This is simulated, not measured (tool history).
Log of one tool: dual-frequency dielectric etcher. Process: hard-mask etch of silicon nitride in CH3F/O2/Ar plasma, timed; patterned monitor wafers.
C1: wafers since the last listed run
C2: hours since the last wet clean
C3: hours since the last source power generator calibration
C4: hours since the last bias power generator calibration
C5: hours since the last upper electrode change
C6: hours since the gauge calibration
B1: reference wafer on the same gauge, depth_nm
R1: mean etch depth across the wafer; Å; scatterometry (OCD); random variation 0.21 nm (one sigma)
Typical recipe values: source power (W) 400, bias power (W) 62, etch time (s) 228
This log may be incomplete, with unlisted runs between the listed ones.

run 1 hour=0 | source_power_(W)=450 bias_power_(W)=62 etch_time_(s)=228 | C1=0 C2=304.2 C3=4913.2 C4=2571.2 C5=5486.9 C6=332.6 | B1=109.9 | R1=1422
run 2 hour=17.4 | source_power_(W)=450 bias_power_(W)=62 etch_time_(s)=228 | C1=97 C2=321.6 C3=4930.6 C4=2588.6 C5=5504.3 C6=350 | B1=110 | R1=1424
run 3 hour=24.6 | source_power_(W)=450 bias_power_(W)=62 etch_time_(s)=228 | C1=40 C2=328.8 C3=4937.8 C4=2595.8 C5=5511.5 C6=357.2 | B1=110 | R1=1420
run 4 hour=42.5 | source_power_(W)=400 bias_power_(W)=62 etch_time_(s)=228 | C1=100 C2=346.7 C3=4955.7 C4=2613.7 C5=5529.4 C6=375.1 | B1=109.9 | R1=1362
run 5 hour=57.6 | source_power_(W)=400 bias_power_(W)=50 etch_time_(s)=228 | C1=84 C2=361.8 C3=4970.8 C4=2628.8 C5=5544.5 C6=390.2 | B1=110 | R1=1265
run 6 hour=68.8 | source_power_(W)=400 bias_power_(W)=50 etch_time_(s)=228 | C1=62 C2=373 C3=4982 C4=2640 C5=5555.7 C6=401.4 | B1=110.1 | R1=1266
run 7 hour=81 | source_power_(W)=400 bias_power_(W)=62 etch_time_(s)=228 | C1=68 C2=385.2 C3=4994.2 C4=2652.2 C5=5567.9 C6=413.6 | B1=110 | R1=1354
run 8 hour=91 | source_power_(W)=400 bias_power_(W)=62 etch_time_(s)=228 | C1=55 C2=395.2 C3=5004.2 C4=2662.2 C5=5577.9 C6=423.6 | B1=110 | R1=1354
run 9 hour=97 | source_power_(W)=400 bias_power_(W)=57 etch_time_(s)=228 | C1=33 C2=401.2 C3=5010.2 C4=2668.2 C5=5583.9 C6=429.6 | B1=110 | R1=1317
run 10 hour=113.8 | source_power_(W)=400 bias_power_(W)=57 etch_time_(s)=228 | C1=94 C2=418 C3=5027 C4=2685 C5=5600.7 C6=446.4 | B1=110 | R1=1318
run 11 hour=120.9 | source_power_(W)=400 bias_power_(W)=57 etch_time_(s)=228 | C1=39 C2=425.1 C3=5034.1 C4=2692.1 C5=5607.8 C6=453.5 | B1=110 | R1=1316
-- hour=133.3 bias power generator calibrated
run 12 hour=134.7 | source_power_(W)=400 bias_power_(W)=55 etch_time_(s)=228 | C1=54 C2=438.9 C3=5047.9 C4=1.4 C5=5621.6 C6=467.3 | B1=110 | R1=1298
run 13 hour=152 | source_power_(W)=400 bias_power_(W)=55 etch_time_(s)=228 | C1=96 C2=456.2 C3=5065.2 C4=18.7 C5=5638.9 C6=484.6 | B1=110 | R1=1297
run 14 hour=165.1 | source_power_(W)=400 bias_power_(W)=55 etch_time_(s)=228 | C1=73 C2=469.3 C3=5078.3 C4=31.8 C5=5652 C6=497.7 | B1=110 | R1=1299
-- hour=167.5 gauge calibrated
-- hour=190.1 wet clean of the chamber
run 15 hour=190.6 | source_power_(W)=400 bias_power_(W)=62 etch_time_(s)=228 | C1=8 C2=0.5 C3=5103.8 C4=57.3 C5=5677.5 C6=23.1 | B1=110 | R1=1379
run 16 hour=191 | source_power_(W)=400 bias_power_(W)=54 etch_time_(s)=264 | C1=2 C2=0.9 C3=5104.2 C4=57.7 C5=5677.9 C6=23.5 | B1=110 | R1=1532
run 17 hour=200.3 | source_power_(W)=400 bias_power_(W)=54 etch_time_(s)=228 | C1=52 C2=10.2 C3=5113.5 C4=67 C5=5687.2 C6=32.8 | B1=110 | R1=1319
run 18 hour=215.7 | source_power_(W)=400 bias_power_(W)=62 etch_time_(s)=228 | C1=86 C2=25.6 C3=5128.9 C4=82.4 C5=5702.6 C6=48.2 | B1=110 | R1=1380
run 19 hour=230.2 | source_power_(W)=470 bias_power_(W)=76 etch_time_(s)=278 | C1=81 C2=40.1 C3=5143.4 C4=96.9 C5=5717.1 C6=62.7 | B1=110 | R1=1907
-- hour=258 upper electrode replaced
run 20 hour=258.5 | source_power_(W)=450 bias_power_(W)=62 etch_time_(s)=228 | C1=24 C2=68.4 C3=5171.7 C4=125.2 C5=0.5 C6=91 | B1=110 | R1=1436
run 21 hour=264.7 | source_power_(W)=400 bias_power_(W)=62 etch_time_(s)=167 | C1=34 C2=74.6 C3=5177.9 C4=131.4 C5=6.7 C6=97.2 | B1=110 | R1=1004
run 22 hour=274.9 | source_power_(W)=490 bias_power_(W)=57 etch_time_(s)=256 | C1=57 C2=84.8 C3=5188.1 C4=141.6 C5=16.9 C6=107.4 | B1=110 | R1=1616
run 23 hour=287.5 | source_power_(W)=400 bias_power_(W)=47 etch_time_(s)=293 | C1=70 C2=97.4 C3=5200.7 C4=154.2 C5=29.5 C6=120 | B1=110 | R1=1615
-- hour=312.4 source power generator calibrated
run 24 hour=333.3 | source_power_(W)=450 bias_power_(W)=62 etch_time_(s)=228 | C1=233 C2=143.2 C3=20.9 C4=200 C5=75.3 C6=165.8 | B1=110 | R1=1430
run 25 hour=349.1 | source_power_(W)=400 bias_power_(W)=62 etch_time_(s)=256.5 | C1=88 C2=159 C3=36.7 C4=215.8 C5=91.1 C6=181.6 | B1=110 | R1=1539
run 26 hour=357.8 | source_power_(W)=400 bias_power_(W)=62 etch_time_(s)=228 | C1=48 C2=167.7 C3=45.4 C4=224.5 C5=99.8 C6=190.3 | B1=110 | R1=1367
run 27 hour=374.4 | source_power_(W)=370 bias_power_(W)=62 etch_time_(s)=228 | C1=92 C2=184.3 C3=62 C4=241.1 C5=116.4 C6=206.9 | B1=110 | R1=1328
run 28 hour=392 | source_power_(W)=490 bias_power_(W)=71 etch_time_(s)=270.5 | C1=98 C2=201.9 C3=79.6 C4=258.7 C5=134 C6=224.5 | B1=109.9 | R1=1825
run 29 hour=403.2 | source_power_(W)=370 bias_power_(W)=54 etch_time_(s)=271 | C1=62 C2=213.1 C3=90.8 C4=269.9 C5=145.2 C6=235.7 | B1=110 | R1=1511
run 30 hour=411.4 | source_power_(W)=300 bias_power_(W)=49 etch_time_(s)=228 | C1=45 C2=221.3 C3=99 C4=278.1 C5=153.4 C6=243.9 | B1=110 | R1=1137

The same runs without the tool's hidden state, with the same run-to-run variation:
What the log doesn't record here: etch rate over this chamber's usual, %; source power that arrives over what is set, %; bias power that arrives over what is set, %; gauge reads high (%).
run=1 R1=1440
run=2 R1=1444
run=3 R1=1440
run=4 R1=1382
run=5 R1=1285
run=6 R1=1286
run=7 R1=1377
run=8 R1=1377
run=9 R1=1341
run=10 R1=1342
run=11 R1=1341
run=12 R1=1324
run=13 R1=1324
run=14 R1=1327
run=15 R1=1378
run=16 R1=1531
run=17 R1=1318
run=18 R1=1381
run=19 R1=1909
run=20 R1=1440
run=21 R1=1007
run=22 R1=1622
run=23 R1=1622
run=24 R1=1439
run=25 R1=1550
run=26 R1=1378
run=27 R1=1339
run=28 R1=1842
run=29 R1=1526
run=30 R1=1149
